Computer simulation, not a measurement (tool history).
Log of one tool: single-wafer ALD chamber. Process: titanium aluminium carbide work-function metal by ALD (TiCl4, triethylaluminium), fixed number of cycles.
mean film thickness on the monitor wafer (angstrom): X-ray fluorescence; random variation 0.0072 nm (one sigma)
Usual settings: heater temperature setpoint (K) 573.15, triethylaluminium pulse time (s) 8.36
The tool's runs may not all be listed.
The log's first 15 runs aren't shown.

run	hour	heater temperature setpoint (K)	triethylaluminium pulse time (s)	wafers since the last listed run	hours since the last thermocouple change	hours since the last triethylaluminium bottle change	hours since the showerhead was replaced	hours since the gauge calibration	read-back reference wafer on the same gauge, thickness_nm	mean film thickness on the monitor wafer (angstrom)
16	447.2	566.15	11.24	165	238.7	315.1	6096.8	349.4	1.619	18.19
17	476.6	561.15	9.78	284	268.1	344.5	6126.2	378.8	1.621	17.31
18	495.1	585.15	7.50	179	286.6	363.0	6144.7	397.3	1.619	17.74
19	508.2	573.15	9.29	126	299.7	376.1	6157.8	410.4	1.616	18.15
20	532.4	573.15	8.36	234	323.9	400.3	6182.0	434.6	1.621	17.43
21	547.3	561.15	6.22	144	338.8	415.2	6196.9	449.5	1.619	13.35
# hour 573.3: showerhead replaced
22	648.2	573.15	8.36	900	439.7	516.1	74.9	550.4	1.620	17.19
# hour 663.7: triethylaluminium bottle replaced
23	668.6	573.15	8.36	120	460.1	4.9	95.3	570.8	1.618	17.99
24	680.7	573.15	8.36	117	472.2	17.0	107.4	582.9	1.618	18.02
25	705.0	561.15	5.15	235	496.5	41.3	131.7	607.2	1.619	11.32
26	738.1	577.15	8.36	320	529.6	74.4	164.8	640.3	1.621	18.36
27	761.1	573.15	8.36	222	552.6	97.4	187.8	663.3	1.619	17.90
28	774.1	567.15	6.27	126	565.6	110.4	200.8	676.3	1.619	14.84
29	787.6	577.15	11.27	130	579.1	123.9	214.3	689.8	1.620	19.17
30	816.0	573.15	7.01	275	607.5	152.3	242.7	718.2	1.618	16.44
31	830.5	573.15	5.06	140	622.0	166.8	257.2	732.7	1.621	11.24
32	857.3	573.15	8.36	259	648.8	193.6	284.0	759.5	1.621	17.88

5 ways to go on from here, each from the tool as it stands after run 32. What would each give?
A	857.7	573.15	10.51	3	649.2	194.0	284.4	759.9	?	?
B	857.7	579.15	9.74	3	649.2	194.0	284.4	759.9	?	?
C	857.7	568.15	5.72	3	649.2	194.0	284.4	759.9	?	?
D	857.7	587.15	7.30	3	649.2	194.0	284.4	759.9	?	?
E	857.7	564.15	7.26	3	649.2	194.0	284.4	759.9	?	?

run	read-back reference wafer on the same gauge, thickness_nm	mean film thickness on the monitor wafer (angstrom)
A	1.621	18.62
B	1.621	18.96
C	1.621	13.17
D	1.621	17.85
E	1.621	15.90
Without the tool's hidden state the same runs would have given:
run	mean film thickness on the monitor wafer (angstrom)
A	18.73
B	19.11
C	13.68
D	18.24
E	16.24

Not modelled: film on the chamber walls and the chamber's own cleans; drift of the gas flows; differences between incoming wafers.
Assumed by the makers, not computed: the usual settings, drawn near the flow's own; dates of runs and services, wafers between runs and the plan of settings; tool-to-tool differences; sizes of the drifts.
